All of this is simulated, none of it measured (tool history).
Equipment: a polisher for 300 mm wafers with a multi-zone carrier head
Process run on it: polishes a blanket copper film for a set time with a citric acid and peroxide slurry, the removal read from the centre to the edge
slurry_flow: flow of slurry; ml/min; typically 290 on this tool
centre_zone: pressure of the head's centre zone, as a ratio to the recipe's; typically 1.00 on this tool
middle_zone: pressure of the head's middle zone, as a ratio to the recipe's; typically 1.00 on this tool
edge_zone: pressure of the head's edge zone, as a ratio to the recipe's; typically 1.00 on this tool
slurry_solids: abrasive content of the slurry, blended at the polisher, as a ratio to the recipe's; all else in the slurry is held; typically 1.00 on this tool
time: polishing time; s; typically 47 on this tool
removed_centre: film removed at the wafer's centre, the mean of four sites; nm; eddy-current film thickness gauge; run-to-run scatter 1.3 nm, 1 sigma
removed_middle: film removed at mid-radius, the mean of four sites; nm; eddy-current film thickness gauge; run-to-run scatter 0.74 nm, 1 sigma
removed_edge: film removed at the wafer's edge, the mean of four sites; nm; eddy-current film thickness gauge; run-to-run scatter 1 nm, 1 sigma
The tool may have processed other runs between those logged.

run,hour,slurry_flow,centre_zone,middle_zone,edge_zone,slurry_solids,time,wafers since the last listed run,wafers polished on this pad,hours since the slurry nozzle was cleaned,hours since the centre zone pressure was calibrated,hours since the edge zone pressure was calibrated,hours since the carrier head's membrane was replaced,"incoming thickness of the incoming film, nm",removed_centre,removed_middle,removed_edge
1,0.0,290,1.00,1.00,0.90,1.00,47,0,1673,102.9,578.9,14.0,1254.6,844.1,114.3,116.6,107.8
# hour 27.1: worn pad replaced by a new one
2,34.8,290,1.00,1.00,0.90,1.00,47,391,98,137.7,613.7,48.8,1289.4,847.5,111.5,116.4,107.8
3,63.3,290,1.00,0.97,1.00,1.00,47,362,460,166.2,642.2,77.3,1317.9,840.5,110.0,111.7,112.5
4,76.7,330,0.92,0.88,1.00,1.15,47,170,630,179.6,655.6,90.7,1331.3,841.9,104.1,108.7,117.1
5,96.6,290,1.00,1.00,1.00,1.00,47,252,883,199.5,675.5,110.6,1351.2,823.0,108.2,114.8,114.7
6,113.6,190,1.00,0.95,1.00,1.25,42,216,1099,216.5,692.5,127.6,1368.2,843.4,94.7,95.8,100.5
# hour 120.4: centre zone pressure recalibrated
# hour 142.0: slurry nozzle cleaned
7,147.8,290,1.00,1.00,1.00,1.00,47,396,1496,5.8,27.4,161.8,1402.4,840.1,116.4,120.8,114.6
# hour 164.5: carrier head's membrane replaced by a new one
8,165.0,360,1.00,1.09,1.00,1.00,41,155,1651,23.0,44.6,179.0,0.5,848.8,101.8,111.1,102.7
9,195.0,290,1.00,1.00,1.00,1.00,57,381,2033,53.0,74.6,209.0,30.5,833.4,137.1,142.7,140.7
# hour 207.8: worn pad replaced by a new one, of another model than before
10,214.7,245,1.00,1.05,0.90,1.00,47,199,88,72.7,94.3,228.7,50.2,847.5,113.1,122.3,110.2
11,241.4,290,1.00,1.00,1.06,1.00,47,339,427,99.4,121.0,255.4,76.9,835.3,112.9,117.7,117.2
12,272.0,290,1.00,1.00,1.00,1.00,47,389,816,130.0,151.6,286.0,107.5,841.0,113.8,117.4,115.4
13,299.7,290,1.00,1.00,1.08,1.00,32,352,1168,157.7,179.3,313.7,135.2,839.7,75.7,79.8,80.0
14,314.9,290,1.10,1.00,1.00,0.90,62,193,1361,172.9,194.5,328.9,150.4,837.6,166.1,152.3,149.1
15,332.1,205,1.06,0.95,1.00,0.85,47,218,1580,190.1,211.7,346.1,167.6,834.2,113.9,108.6,111.2
# hour 337.0: slurry nozzle cleaned
16,350.4,290,1.03,1.00,1.00,1.00,47,219,1800,13.4,230.0,364.4,185.9,828.4,117.6,119.0,116.6
17,392.0,290,0.90,1.00,1.06,1.20,55,528,2329,55.0,271.6,406.0,227.5,834.8,122.4,143.6,145.7
# hour 400.0: worn pad replaced by a new one
18,405.0,290,1.00,1.00,1.00,1.00,47,114,63,68.0,284.6,419.0,240.5,837.9,114.5,119.2,115.7
19,436.8,230,1.00,1.00,1.00,1.00,47,404,468,99.8,316.4,450.8,272.3,851.2,112.5,115.6,115.0
20,456.0,290,0.88,1.00,1.00,1.00,47,244,712,119.0,335.6,470.0,291.5,846.4,98.8,117.8,114.8
21,470.3,315,1.00,1.00,1.00,1.00,47,181,893,133.3,349.9,484.3,305.8,834.2,115.0,118.0,115.9

Exercise: give the hidden state of the tool at every run:
removal rate lost through wear of the pad, %: 0 across all the runs
deviation of the centre zone's pressure from its setpoint, %: 0 across all the runs
deviation of the edge zone's pressure from its setpoint, %: 0 across all the runs
H1: slurry flow missing at the pad, %
run,H1
1,36.8
2,40.7
3,42.8
4,43.5
5,44.4
6,44.9
7,7.61
8,15.7
9,26.1
10,30.9
11,35.6
12,39.3
13,41.6
14,42.5
15,43.4
16,12.1
17,27.3
18,30.5
19,36.3
20,38.8
21,40.3
